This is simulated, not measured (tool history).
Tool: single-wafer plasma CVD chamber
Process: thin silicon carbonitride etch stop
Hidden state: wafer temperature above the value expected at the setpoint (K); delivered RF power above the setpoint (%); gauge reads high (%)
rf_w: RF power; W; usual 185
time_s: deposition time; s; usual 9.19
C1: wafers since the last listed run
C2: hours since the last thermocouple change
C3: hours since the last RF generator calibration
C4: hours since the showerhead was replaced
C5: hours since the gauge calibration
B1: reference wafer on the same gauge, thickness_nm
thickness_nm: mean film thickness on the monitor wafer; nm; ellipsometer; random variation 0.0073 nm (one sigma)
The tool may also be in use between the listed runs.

{"run": 1, "hour": 0.0, "rf_w": 185, "time_s": 9.19, "C1": 0, "C2": 908.5, "C3": 1578.9, "C4": 8028.3, "C5": 3.0, "B1": 4.568, "thickness_nm": 4.716}
{"run": 2, "hour": 13.4, "rf_w": 185, "time_s": 9.19, "C1": 666, "C2": 921.9, "C3": 1592.3, "C4": 8041.7, "C5": 16.4, "B1": 4.573, "thickness_nm": 4.709}
{"run": 3, "hour": 30.8, "rf_w": 185, "time_s": 10.61, "C1": 865, "C2": 939.3, "C3": 1609.7, "C4": 8059.1, "C5": 33.8, "B1": 4.573, "thickness_nm": 5.456}
{"run": 4, "hour": 41.1, "rf_w": 185, "time_s": 10.61, "C1": 512, "C2": 949.6, "C3": 1620.0, "C4": 8069.4, "C5": 44.1, "B1": 4.569, "thickness_nm": 5.441}
{"run": 5, "hour": 49.8, "rf_w": 185, "time_s": 10.61, "C1": 432, "C2": 958.3, "C3": 1628.7, "C4": 8078.1, "C5": 52.8, "B1": 4.566, "thickness_nm": 5.434}
{"run": 6, "hour": 65.0, "rf_w": 185, "time_s": 9.19, "C1": 756, "C2": 973.5, "C3": 1643.9, "C4": 8093.3, "C5": 68.0, "B1": 4.572, "thickness_nm": 4.711}
{"run": 7, "hour": 72.7, "rf_w": 185, "time_s": 9.19, "C1": 383, "C2": 981.2, "C3": 1651.6, "C4": 8101.0, "C5": 75.7, "B1": 4.566, "thickness_nm": 4.703}
{"run": 8, "hour": 86.3, "rf_w": 185, "time_s": 9.19, "C1": 676, "C2": 994.8, "C3": 1665.2, "C4": 8114.6, "C5": 89.3, "B1": 4.57, "thickness_nm": 4.702}
{"run": 9, "hour": 102.0, "rf_w": 210, "time_s": 9.19, "C1": 781, "C2": 1010.5, "C3": 1680.9, "C4": 8130.3, "C5": 105.0, "B1": 4.569, "thickness_nm": 5.002}
{"hour": 113.3, "done": "thermocouple changed; heater temperature recalibrated"}
{"run": 10, "hour": 115.4, "rf_w": 210, "time_s": 9.19, "C1": 268, "C2": 2.1, "C3": 1694.3, "C4": 8143.7, "C5": 118.4, "B1": 4.566, "thickness_nm": 5.001}
{"hour": 125.6, "done": "showerhead replaced"}
{"run": 11, "hour": 128.8, "rf_w": 220, "time_s": 10.58, "C1": 268, "C2": 15.5, "C3": 1707.7, "C4": 3.2, "C5": 131.8, "B1": 4.569, "thickness_nm": 5.875}
{"hour": 146.3, "done": "RF generator calibrated"}
{"run": 12, "hour": 160.5, "rf_w": 185, "time_s": 7.44, "C1": 1179, "C2": 47.2, "C3": 14.2, "C4": 34.9, "C5": 163.5, "B1": 4.572, "thickness_nm": 3.95}
{"run": 13, "hour": 169.9, "rf_w": 185, "time_s": 9.19, "C1": 467, "C2": 56.6, "C3": 23.6, "C4": 44.3, "C5": 172.9, "B1": 4.573, "thickness_nm": 4.878}
{"hour": 172.9, "done": "gauge calibrated"}
{"run": 14, "hour": 176.6, "rf_w": 210, "time_s": 9.19, "C1": 333, "C2": 63.3, "C3": 30.3, "C4": 51.0, "C5": 3.7, "B1": 4.57, "thickness_nm": 5.195}
{"run": 15, "hour": 189.2, "rf_w": 185, "time_s": 9.19, "C1": 627, "C2": 75.9, "C3": 42.9, "C4": 63.6, "C5": 16.3, "B1": 4.571, "thickness_nm": 4.887}
{"run": 16, "hour": 241.6, "rf_w": 150, "time_s": 10.23, "C1": 2607, "C2": 128.3, "C3": 95.3, "C4": 116.0, "C5": 68.7, "B1": 4.572, "thickness_nm": 4.841}
{"run": 17, "hour": 251.7, "rf_w": 220, "time_s": 10.58, "C1": 502, "C2": 138.4, "C3": 105.4, "C4": 126.1, "C5": 78.8, "B1": 4.568, "thickness_nm": 6.092}
{"run": 18, "hour": 261.9, "rf_w": 210, "time_s": 8.5, "C1": 507, "C2": 148.6, "C3": 115.6, "C4": 136.3, "C5": 89.0, "B1": 4.567, "thickness_nm": 4.807}
{"run": 19, "hour": 274.3, "rf_w": 185, "time_s": 10.06, "C1": 617, "C2": 161.0, "C3": 128.0, "C4": 148.7, "C5": 101.4, "B1": 4.568, "thickness_nm": 5.337}
{"run": 20, "hour": 281.9, "rf_w": 205, "time_s": 10.27, "C1": 378, "C2": 168.6, "C3": 135.6, "C4": 156.3, "C5": 109.0, "B1": 4.567, "thickness_nm": 5.713}

Some steps in thickness_nm between neighbouring runs. How much of each would the tool show without its hidden state too (settings, what came in, random variation), and how much is left for the hidden state, with any gauge scatter that isn't in both results?
Run 10 -> 11: rf_w 210 -> 220, time_s 9.19 -> 10.58, showerhead replaced. thickness_nm +0.874 nm: hidden state -0.037, all else +0.911.
Run 11 -> 12: rf_w 220 -> 185, time_s 10.58 -> 7.44, RF generator calibrated. thickness_nm -1.925 nm: hidden state +0.230, all else -2.155.
Run 17 -> 18: rf_w 220 -> 210, time_s 10.58 -> 8.50. thickness_nm -1.285 nm: hidden state +0.000, all else -1.285.

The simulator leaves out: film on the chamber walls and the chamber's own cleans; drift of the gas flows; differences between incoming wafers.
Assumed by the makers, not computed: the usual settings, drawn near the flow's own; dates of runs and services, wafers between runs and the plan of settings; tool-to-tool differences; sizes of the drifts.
